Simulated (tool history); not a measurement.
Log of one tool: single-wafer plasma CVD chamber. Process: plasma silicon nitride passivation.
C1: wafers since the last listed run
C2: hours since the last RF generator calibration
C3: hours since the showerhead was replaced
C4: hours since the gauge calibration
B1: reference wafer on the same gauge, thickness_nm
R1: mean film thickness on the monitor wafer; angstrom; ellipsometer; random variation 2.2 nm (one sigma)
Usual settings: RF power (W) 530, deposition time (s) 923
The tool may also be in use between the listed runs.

{"run": 1, "hour": 0.0, "RF power (W)": 530, "deposition time (s)": 1019, "C1": 0, "C2": 1629.9, "C3": 5718.9, "C4": 92.6, "B1": 1629.871, "R1": 15560.28}
{"run": 2, "hour": 17.4, "RF power (W)": 570, "deposition time (s)": 1050, "C1": 36, "C2": 1647.3, "C3": 5736.3, "C4": 110, "B1": 1630.248, "R1": 16337.66}
{"run": 3, "hour": 25.2, "RF power (W)": 530, "deposition time (s)": 1058, "C1": 16, "C2": 1655.1, "C3": 5744.1, "C4": 117.8, "B1": 1630.249, "R1": 16153.23}
{"run": 4, "hour": 32.7, "RF power (W)": 585, "deposition time (s)": 923, "C1": 15, "C2": 1662.6, "C3": 5751.6, "C4": 125.3, "B1": 1629.9, "R1": 14421.41}
{"run": 5, "hour": 47.7, "RF power (W)": 530, "deposition time (s)": 844, "C1": 31, "C2": 1677.6, "C3": 5766.6, "C4": 140.3, "B1": 1629.042, "R1": 12899.99}
{"run": 6, "hour": 64.2, "RF power (W)": 530, "deposition time (s)": 844, "C1": 34, "C2": 1694.1, "C3": 5783.1, "C4": 156.8, "B1": 1630.225, "R1": 12910.55}
{"run": 7, "hour": 81.4, "RF power (W)": 530, "deposition time (s)": 923, "C1": 36, "C2": 1711.3, "C3": 5800.3, "C4": 174, "B1": 1629.947, "R1": 14098.03}
{"run": 8, "hour": 111.4, "RF power (W)": 530, "deposition time (s)": 923, "C1": 63, "C2": 1741.3, "C3": 5830.3, "C4": 204, "B1": 1630.272, "R1": 14116.05}
{"run": 9, "hour": 127.9, "RF power (W)": 530, "deposition time (s)": 923, "C1": 34, "C2": 1757.8, "C3": 5846.8, "C4": 220.5, "B1": 1630.739, "R1": 14114.35}
{"run": 10, "hour": 145.6, "RF power (W)": 530, "deposition time (s)": 923, "C1": 37, "C2": 1775.5, "C3": 5864.5, "C4": 238.2, "B1": 1629.844, "R1": 14100.51}
{"run": 11, "hour": 153.2, "RF power (W)": 530, "deposition time (s)": 923, "C1": 15, "C2": 1783.1, "C3": 5872.1, "C4": 245.8, "B1": 1629.549, "R1": 14124.69}
{"run": 12, "hour": 166.8, "RF power (W)": 530, "deposition time (s)": 970, "C1": 28, "C2": 1796.7, "C3": 5885.7, "C4": 259.4, "B1": 1629.667, "R1": 14801.71}
{"run": 13, "hour": 174.0, "RF power (W)": 530, "deposition time (s)": 970, "C1": 15, "C2": 1803.9, "C3": 5892.9, "C4": 266.6, "B1": 1629.373, "R1": 14815.34}
{"run": 14, "hour": 188.2, "RF power (W)": 530, "deposition time (s)": 1011, "C1": 29, "C2": 1818.1, "C3": 5907.1, "C4": 280.8, "B1": 1630.53, "R1": 15440.18}
{"run": 15, "hour": 202.5, "RF power (W)": 530, "deposition time (s)": 1011, "C1": 30, "C2": 1832.4, "C3": 5921.4, "C4": 295.1, "B1": 1629.291, "R1": 15414.65}
{"hour": 218.7, "done": "gauge calibrated"}
{"run": 16, "hour": 220.4, "RF power (W)": 470, "deposition time (s)": 923, "C1": 37, "C2": 1850.3, "C3": 5939.3, "C4": 1.7, "B1": 1629.428, "R1": 13713.5}
{"hour": 228.7, "done": "RF generator calibrated"}
{"run": 17, "hour": 230.9, "RF power (W)": 530, "deposition time (s)": 795, "C1": 5, "C2": 2.2, "C3": 5949.8, "C4": 12.2, "B1": 1629.579, "R1": 12426.23}
{"run": 18, "hour": 242.5, "RF power (W)": 530, "deposition time (s)": 923, "C1": 24, "C2": 13.8, "C3": 5961.4, "C4": 23.8, "B1": 1629.601, "R1": 14404.3}
{"run": 19, "hour": 250.5, "RF power (W)": 530, "deposition time (s)": 923, "C1": 16, "C2": 21.8, "C3": 5969.4, "C4": 31.8, "B1": 1629.068, "R1": 14388.81}
{"hour": 267.6, "done": "showerhead replaced"}
{"run": 20, "hour": 268.1, "RF power (W)": 530, "deposition time (s)": 923, "C1": 20, "C2": 39.4, "C3": 0.5, "C4": 49.4, "B1": 1630.088, "R1": 14379.2}
{"run": 21, "hour": 284.3, "RF power (W)": 530, "deposition time (s)": 923, "C1": 34, "C2": 55.6, "C3": 16.7, "C4": 65.6, "B1": 1629.804, "R1": 14338.68}
{"run": 22, "hour": 292.9, "RF power (W)": 590, "deposition time (s)": 1059, "C1": 18, "C2": 64.2, "C3": 25.3, "C4": 74.2, "B1": 1629.947, "R1": 16845.46}
{"run": 23, "hour": 307.0, "RF power (W)": 435, "deposition time (s)": 870, "C1": 29, "C2": 78.3, "C3": 39.4, "C4": 88.3, "B1": 1630.236, "R1": 12951.14}
{"run": 24, "hour": 314.9, "RF power (W)": 500, "deposition time (s)": 838, "C1": 16, "C2": 86.2, "C3": 47.3, "C4": 96.2, "B1": 1629.649, "R1": 12868.39}
{"run": 25, "hour": 330.1, "RF power (W)": 450, "deposition time (s)": 1101, "C1": 31, "C2": 101.4, "C3": 62.5, "C4": 111.4, "B1": 1631.267, "R1": 16464.61}
{"run": 26, "hour": 344.4, "RF power (W)": 530, "deposition time (s)": 923, "C1": 30, "C2": 115.7, "C3": 76.8, "C4": 125.7, "B1": 1631.267, "R1": 14369.02}
{"run": 27, "hour": 357.1, "RF power (W)": 480, "deposition time (s)": 1095, "C1": 26, "C2": 128.4, "C3": 89.5, "C4": 138.4, "B1": 1630.287, "R1": 16670.99}
{"run": 28, "hour": 365.9, "RF power (W)": 530, "deposition time (s)": 923, "C1": 18, "C2": 137.2, "C3": 98.3, "C4": 147.2, "B1": 1629.801, "R1": 14363.66}
{"run": 29, "hour": 380.6, "RF power (W)": 435, "deposition time (s)": 791, "C1": 30, "C2": 151.9, "C3": 113, "C4": 161.9, "B1": 1629.032, "R1": 11757.19}

Run 30 comes next. What will it give?
{"run": 30, "hour": 392.1, "RF power (W)": 625, "deposition time (s)": 1001, "C1": 24, "C2": 163.4, "C3": 124.5, "C4": 173.4, "B1": "?", "R1": "?"}

B1: 1629.893
R1: 16196.36 angstrom
Without the tool's hidden state the same run would have given R1 16238.42 angstrom.

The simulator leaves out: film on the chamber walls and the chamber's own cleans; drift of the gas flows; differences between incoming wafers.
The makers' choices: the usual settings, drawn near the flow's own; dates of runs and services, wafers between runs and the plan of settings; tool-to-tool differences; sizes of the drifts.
